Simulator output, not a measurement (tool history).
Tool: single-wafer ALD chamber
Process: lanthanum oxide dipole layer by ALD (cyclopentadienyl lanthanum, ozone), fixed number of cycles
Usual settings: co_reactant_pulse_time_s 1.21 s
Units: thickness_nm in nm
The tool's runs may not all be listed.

run,hour,co_reactant_pulse_time_s,wafers since the last listed run,hours since the last thermocouple change,hours since the last ozone generator service,hours since the showerhead was replaced,hours since the gauge calibration,"read-back reference wafer on the same gauge, thickness_nm",thickness_nm
1,0.0,1.21,0,903.5,339.8,5907.3,335.9,0.459,0.498
2,67.1,1.21,1543,970.6,406.9,5974.4,403.0,0.461,0.500
3,137.4,1.21,1616,1040.9,477.2,6044.7,473.3,0.461,0.496
4,180.4,0.83,988,1083.9,520.2,6087.7,516.3,0.460,0.414
5,211.2,0.83,708,1114.7,551.0,6118.5,547.1,0.460,0.409
# hour 407.5: ozone generator serviced
6,409.1,0.83,4367,1312.6,1.6,6316.4,745.0,0.460,0.429
7,464.7,0.92,1278,1368.2,57.2,6372.0,800.6,0.460,0.452
8,498.1,0.92,768,1401.6,90.6,6405.4,834.0,0.460,0.452
9,611.4,0.92,2605,1514.9,203.9,6518.7,947.3,0.460,0.451
10,664.8,1.21,1228,1568.3,257.3,6572.1,1000.7,0.460,0.500
11,724.5,1.21,1373,1628.0,317.0,6631.8,1060.4,0.460,0.497
12,779.8,1.68,1271,1683.3,372.3,6687.1,1115.7,0.460,0.530
# hour 795.4: showerhead replaced
13,827.6,1.38,915,1731.1,420.1,32.2,1163.5,0.460,0.511
14,895.1,1.54,1552,1798.6,487.6,99.7,1231.0,0.460,0.524
15,939.2,1.34,1014,1842.7,531.7,143.8,1275.1,0.460,0.509
16,980.0,0.84,938,1883.5,572.5,184.6,1315.9,0.460,0.409
# hour 994.6: ozone generator serviced
17,1037.8,0.77,1145,1941.3,43.2,242.4,1373.7,0.460,0.411
18,1085.0,1.66,1085,1988.5,90.4,289.6,1420.9,0.461,0.538
# hour 1109.3: gauge calibrated
19,1156.8,1.03,1651,2060.3,162.2,361.4,47.5,0.460,0.474
20,1181.4,1.21,565,2084.9,186.8,386.0,72.1,0.460,0.505
21,1235.5,0.99,1244,2139.0,240.9,440.1,126.2,0.460,0.470
22,1262.0,1.42,609,2165.5,267.4,466.6,152.7,0.460,0.522
23,1294.2,1.50,740,2197.7,299.6,498.8,184.9,0.460,0.529
# hour 1312.8: thermocouple changed; heater temperature recalibrated
24,1417.0,1.67,2640,104.2,422.4,621.6,307.7,0.460,0.533
25,1486.6,1.46,1600,173.8,492.0,691.2,377.3,0.460,0.521
26,1538.5,0.91,1193,225.7,543.9,743.1,429.2,0.460,0.437
27,1595.4,1.21,1308,282.6,600.8,800.0,486.1,0.460,0.487
28,1653.2,1.36,1329,340.4,658.6,857.8,543.9,0.460,0.507
# hour 1724.4: ozone generator serviced
29,1724.9,0.81,1465,412.1,0.5,929.5,615.6,0.460,0.421
30,1767.9,1.06,988,455.1,43.5,972.5,658.6,0.460,0.484
31,1831.9,1.40,1471,519.1,107.5,1036.5,722.6,0.460,0.519
32,1861.7,1.52,685,548.9,137.3,1066.3,752.4,0.460,0.524
33,1914.9,1.21,1223,602.1,190.5,1119.5,805.6,0.460,0.499
34,1971.4,1.21,1299,658.6,247.0,1176.0,862.1,0.460,0.505
35,1999.7,0.73,650,686.9,275.3,1204.3,890.4,0.460,0.383

What the log doesn't show, run by run:
wafer temperature above the value expected at the setpoint (K): 0 in every run
gauge reads high (%): 0 in every run
H1: ozone dose above that of a generator just serviced (%)
run,H1
1,-3.62
2,-4.8
3,-6.27
4,-7.28
5,-8.06
6,-1.31
7,-1.39
8,-1.5
9,-2.29
10,-2.87
11,-3.68
12,-4.58
13,-5.48
14,-6.93
15,-7.99
16,-9.05
17,-0.396
18,-0.545
19,-0.974
20,-1.18
21,-1.72
22,-2.04
23,-2.47
24,-4.57
25,-6.07
26,-7.34
27,-8.88
28,-10.6
29,-1.3
30,-1.34
31,-1.57
32,-1.74
33,-2.16
34,-2.74
35,-3.09
